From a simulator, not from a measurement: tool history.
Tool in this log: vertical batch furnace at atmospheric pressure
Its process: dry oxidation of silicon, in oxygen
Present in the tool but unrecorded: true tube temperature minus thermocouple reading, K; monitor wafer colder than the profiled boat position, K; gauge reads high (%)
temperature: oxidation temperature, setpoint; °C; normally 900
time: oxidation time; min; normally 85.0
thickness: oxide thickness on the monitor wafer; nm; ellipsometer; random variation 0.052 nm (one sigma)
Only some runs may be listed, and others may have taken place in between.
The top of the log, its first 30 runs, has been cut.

run	hour	temperature	time	wafers since the last listed run	hours since the last temperature calibration	hours since the boat lift was adjusted	hours since the gauge calibration	read-back reference wafer on the same gauge, thickness	thickness
31	486.5	918	70.0	196	259.6	175.4	50.5	38.46	35.95
32	500.3	923	96.5	150	273.4	189.2	64.3	38.46	47.14
33	508.4	900	97.5	88	281.5	197.3	72.4	38.50	37.65
34	517.3	921	67.0	96	290.4	206.2	81.3	38.51	35.83
35	530.4	908	85.0	142	303.5	219.3	94.4	38.48	37.16
36	595.2	900	97.5	705	368.3	284.1	159.2	38.50	37.61
37	607.7	919	113.0	136	380.8	296.6	171.7	38.50	50.39
38	619.4	900	85.0	127	392.5	308.3	183.4	38.48	34.21
39	627.7	922	85.0	90	400.8	316.6	191.7	38.50	42.64

Forecast each of these 4 alternatives for the next run:
A	633.0	900	85.0	57	406.1	321.9	197.0	?	?
B	633.0	910	106.5	57	406.1	321.9	197.0	?	?
C	633.0	890	126.0	57	406.1	321.9	197.0	?	?
D	633.0	909	101.0	57	406.1	321.9	197.0	?	?

run	read-back reference wafer on the same gauge, thickness	thickness
A	38.47	34.23
B	38.47	44.31
C	38.47	40.62
D	38.47	42.28
Had the tool no hidden state, the same runs would have come out as:
run	thickness
A	34.45
B	44.60
C	40.89
D	42.55
